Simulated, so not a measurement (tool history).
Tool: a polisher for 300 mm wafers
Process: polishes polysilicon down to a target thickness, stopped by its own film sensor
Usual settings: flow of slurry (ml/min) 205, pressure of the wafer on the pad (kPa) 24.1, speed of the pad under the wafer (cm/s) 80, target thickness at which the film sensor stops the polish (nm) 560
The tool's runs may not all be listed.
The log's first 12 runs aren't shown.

run   hour  flow of slurry (ml/min)  pressure of the wafer on the pad (kPa)  speed of the pad under the wafer (cm/s)  target thickness at which the film sensor stops the polish (nm)  incoming thickness of the incoming film, nm  time until the film sensor stopped the polish (s)
 13    163                      205                                    24.1                                      102                                                              560                                        878.4                                               28.4
 14    169                      205                                    24.1                                       80                                                              560                                        890.3                                               36.6
 15  181.6                      205                                    24.1                                       80                                                              560                                        884.4                                               36.5
     186.5  -- head pressure recalibrated
 16  196.1                      205                                    24.1                                       80                                                              560                                        889.3                                               38.8
     204.1  -- worn pad replaced by a new one
 17    210                      250                                    24.1                                       80                                                              560                                        882.7                                               32.1
 18  219.9                      155                                    16.5                                       80                                                              508                                        882.7                                               57.1
 19  226.1                      245                                    22.1                                      108                                                              560                                        874.2                                               28.6
 20  233.6                      155                                      29                                       80                                                              492                                        875.3                                               34.6
 21  246.5                      205                                    17.9                                       92                                                              560                                        881.1                                               40.3
 22  254.3                      205                                    24.1                                       80                                                              560                                        877.9                                               34.2
 23  266.4                      250                                      31                                       80                                                              560                                        892.4                                               28.1
 24  287.1                      205                                    24.1                                      106                                                              616                                        875.6                                               22.6
 25  301.3                      205                                    24.1                                       80                                                              560                                        891.7                                                 38
     312.8  -- worn pad replaced by a new one
 26  313.2                      205                                    24.1                                       80                                                              560                                        881.1                                               32.5
 27  328.1                      150                                    22.1                                      100                                                              663                                        884.6                                               21.4
     331.9  -- slurry nozzle cleaned
 28  338.7                      160                                    24.1                                       80                                                              515                                        890.3                                               39.3
 29  357.6                      240                                    24.1                                       80                                                              503                                        888.8                                               40.1
 30  367.4                      180                                    24.1                                       80                                                              560                                        868.6                                               33.5
 31    375                      205                                    24.1                                       80                                                              495                                        874.8                                               40.4
 32  384.5                      205                                    24.1                                       80                                                              560                                        863.7                                               32.3
 33  393.2                      205                                    24.1                                       80                                                              560                                        890.4                                               34.8
     419.9  -- worn pad replaced by a new one
 34  429.9                      205                                    24.1                                       80                                                              560                                        882.5                                               32.1
 35  437.4                      160                                    24.1                                       64                                                              560                                          890                                               40.6
 36  453.2                      205                                    24.1                                       80                                                              560                                        890.5                                               32.5

5 ways to go on from here, each from the tool as it stands after run 36. What would each give?
  A  453.6                      205                                    17.2                                       80                                                              560                                        881.4                                                  ?
  B  453.6                      155                                    24.1                                       94                                                              646                                        881.4                                                  ?
  C  453.6                      255                                    19.3                                       64                                                              505                                        881.4                                                  ?
  D  453.6                      205                                    24.1                                       80                                                              648                                        881.4                                                  ?
  E  453.6                      205                                    31.7                                       80                                                              560                                        881.4                                                  ?

run  time until the film sensor stopped the polish (s)
  A                                               44.8
  B                                               22.5
  C                                               54.6
  D                                               24.2
  E                                                 26
Without the tool's hidden state the same runs would have given:
run  time until the film sensor stopped the polish (s)
  A                                                 44
  B                                               22.1
  C                                               53.7
  D                                               23.8
  E                                               25.5

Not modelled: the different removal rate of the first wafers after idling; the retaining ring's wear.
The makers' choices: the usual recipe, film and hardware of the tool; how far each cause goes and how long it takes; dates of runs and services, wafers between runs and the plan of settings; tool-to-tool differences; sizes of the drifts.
